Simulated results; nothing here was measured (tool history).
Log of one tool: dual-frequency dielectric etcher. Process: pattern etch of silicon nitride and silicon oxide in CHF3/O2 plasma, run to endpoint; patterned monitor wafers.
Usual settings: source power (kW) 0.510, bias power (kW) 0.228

| run | hour | source power (kW) | bias power (kW) | wafers since the last listed run | hours since the last wet clean | hours since the last source power generator calibration | hours since the last bias power generator calibration | hours since the last upper electrode change | incoming incoming film thickness, nm | endpoint time (s) |
|---|---|---|---|---|---|---|---|---|---|---|
| 1 | 0.0 | 0.510 | 0.216 | 0 | 63.7 | 539.9 | 1186.8 | 4698.4 | 309.4 | 216.1 |
| 2 | 72.7 | 0.510 | 0.216 | 613 | 136.4 | 612.6 | 1259.5 | 4771.1 | 311.2 | 216.1 |
| 3 | 142.6 | 0.510 | 0.216 | 590 | 206.3 | 682.5 | 1329.4 | 4841.0 | 313.2 | 218.0 |
| 4 | 197.4 | 0.510 | 0.242 | 462 | 261.1 | 737.3 | 1384.2 | 4895.8 | 313.5 | 207.2 |
| 5 | 269.1 | 0.510 | 0.242 | 605 | 332.8 | 809.0 | 1455.9 | 4967.5 | 310.4 | 204.3 |
|  | 344.2 | wet clean of the chamber |
| 6 | 355.4 | 0.510 | 0.242 | 526 | 11.2 | 895.3 | 1542.2 | 5053.8 | 311.6 | 205.0 |
| 7 | 400.7 | 0.510 | 0.251 | 382 | 56.5 | 940.6 | 1587.5 | 5099.1 | 310.8 | 200.5 |
| 8 | 457.3 | 0.510 | 0.251 | 477 | 113.1 | 997.2 | 1644.1 | 5155.7 | 307.7 | 199.2 |
| 9 | 494.1 | 0.440 | 0.259 | 310 | 149.9 | 1034.0 | 1680.9 | 5192.5 | 311.9 | 210.5 |
| 10 | 544.6 | 0.440 | 0.259 | 426 | 200.4 | 1084.5 | 1731.4 | 5243.0 | 313.2 | 212.4 |
| 11 | 651.7 | 0.440 | 0.259 | 904 | 307.5 | 1191.6 | 1838.5 | 5350.1 | 314.3 | 210.2 |
| 12 | 743.8 | 0.510 | 0.228 | 777 | 399.6 | 1283.7 | 1930.6 | 5442.2 | 312.5 | 210.0 |
|  | 802.8 | wet clean of the chamber |
| 13 | 827.8 | 0.510 | 0.242 | 506 | 25.0 | 1367.7 | 2014.6 | 5526.2 | 308.9 | 200.1 |
| 14 | 920.5 | 0.510 | 0.228 | 782 | 117.7 | 1460.4 | 2107.3 | 5618.9 | 308.3 | 206.9 |
| 15 | 1000.5 | 0.380 | 0.228 | 675 | 197.7 | 1540.4 | 2187.3 | 5698.9 | 311.5 | 233.6 |
|  | 1089.4 | source power generator calibrated |
|  | 1185.9 | upper electrode replaced |
|  | 1195.0 | bias power generator calibrated |
|  | 1207.7 | wet clean of the chamber |
| 16 | 1288.9 | 0.510 | 0.284 | 2057 | 81.2 | 199.5 | 93.9 | 103.0 | 307.8 | 189.1 |
| 17 | 1340.4 | 0.540 | 0.265 | 434 | 132.7 | 251.0 | 145.4 | 154.5 | 313.3 | 195.8 |
| 18 | 1424.9 | 0.620 | 0.197 | 713 | 217.2 | 335.5 | 229.9 | 239.0 | 312.2 | 211.1 |
| 19 | 1490.1 | 0.430 | 0.175 | 550 | 282.4 | 400.7 | 295.1 | 304.2 | 309.1 | 253.7 |
| 20 | 1545.4 | 0.510 | 0.273 | 466 | 337.7 | 456.0 | 350.4 | 359.5 | 312.3 | 195.0 |
|  | 1682.9 | wet clean of the chamber |
| 21 | 1844.1 | 0.440 | 0.257 | 2319 | 161.2 | 754.7 | 649.1 | 658.2 | 309.2 | 209.7 |
| 22 | 1932.0 | 0.510 | 0.251 | 742 | 249.1 | 842.6 | 737.0 | 746.1 | 310.0 | 202.3 |
| 23 | 2015.1 | 0.430 | 0.175 | 701 | 332.2 | 925.7 | 820.1 | 829.2 | 312.4 | 257.9 |
| 24 | 2058.1 | 0.390 | 0.195 | 363 | 375.2 | 968.7 | 863.1 | 872.2 | 309.6 | 249.3 |
|  | 2129.8 | wet clean of the chamber |
| 25 | 2278.9 | 0.440 | 0.259 | 1661 | 149.1 | 1189.5 | 1083.9 | 1093.0 | 310.5 | 209.7 |

How the hidden state differs across the entries between the runs, from the last listed run before each to the first after it:
Between runs 5 and 6: wet clean of the chamber (hour 344.2)
  source power that arrives over what is set, %: 1.93 -> 2.21
  measured less the result without the state, endpoint time (s): -1.5 -> -1.7
Between runs 12 and 13: wet clean of the chamber (hour 802.8)
  source power that arrives over what is set, %: 3.81 -> 4.23
  measured less the result without the state, endpoint time (s): -3.1 -> -3.2
Between runs 15 and 16: source power generator calibrated (hour 1089.4); upper electrode replaced (hour 1185.9); bias power generator calibrated (hour 1195.0); wet clean of the chamber (hour 1207.7)
  source power that arrives over what is set, %: 5.18 -> 0.943
  measured less the result without the state, endpoint time (s): -4.6 -> -0.7
Between runs 20 and 21: wet clean of the chamber (hour 1682.9)
  source power that arrives over what is set, %: 1.26 -> 1.94
  measured less the result without the state, endpoint time (s): -1.0 -> -1.6
Between runs 24 and 25: wet clean of the chamber (hour 2129.8)
  source power that arrives over what is set, %: 2.64 -> 3.54
  measured less the result without the state, endpoint time (s): -2.6 -> -2.8

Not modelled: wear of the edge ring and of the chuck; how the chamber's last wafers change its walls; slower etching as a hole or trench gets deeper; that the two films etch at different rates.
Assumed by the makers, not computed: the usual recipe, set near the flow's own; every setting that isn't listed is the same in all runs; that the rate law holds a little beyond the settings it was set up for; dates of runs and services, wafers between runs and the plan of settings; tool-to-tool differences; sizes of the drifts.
